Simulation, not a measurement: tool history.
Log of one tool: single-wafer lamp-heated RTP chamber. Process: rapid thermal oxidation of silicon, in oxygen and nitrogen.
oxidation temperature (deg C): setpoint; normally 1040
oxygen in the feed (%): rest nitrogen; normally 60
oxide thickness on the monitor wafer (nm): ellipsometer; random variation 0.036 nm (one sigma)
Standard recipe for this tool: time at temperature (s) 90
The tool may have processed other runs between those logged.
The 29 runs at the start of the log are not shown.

run,hour,oxidation temperature (deg C),time at temperature (s),oxygen in the feed (%),"read-back reference wafer on the same gauge, thickness",oxide thickness on the monitor wafer (nm)
# hour 1368.9: pyrometer window cleaned and pyrometer calibrated
30,1381.6,1055,61,33,7.356,6.542
31,1412.8,1040,90,60,7.371,8.691
32,1450.4,1040,72,60,7.350,7.891
33,1512.5,1058,132,89,7.366,13.729
34,1552.0,1040,90,60,7.362,8.851
35,1577.2,1040,102,60,7.361,9.399
36,1620.3,1040,90,60,7.359,8.877
37,1667.4,1023,90,76,7.364,8.556

Each row is a separate what-if for the run after 37, all from the same tool condition, not one after another. Results?
A,1667.8,1040,59,60,?,?
B,1667.8,1057,135,35,?,?
C,1667.8,1060,113,48,?,?
D,1667.8,1058,74,31,?,?
E,1667.8,1067,90,86,?,?

run,"read-back reference wafer on the same gauge, thickness",oxide thickness on the monitor wafer (nm)
A,7.358,7.420
B,7.358,9.968
C,7.358,10.506
D,7.358,7.340
E,7.358,12.249
With the hidden condition removed and each run's random variation left untouched, the same runs would have given:
run,oxide thickness on the monitor wafer (nm)
A,7.190
B,9.665
C,10.187
D,7.120
E,11.880
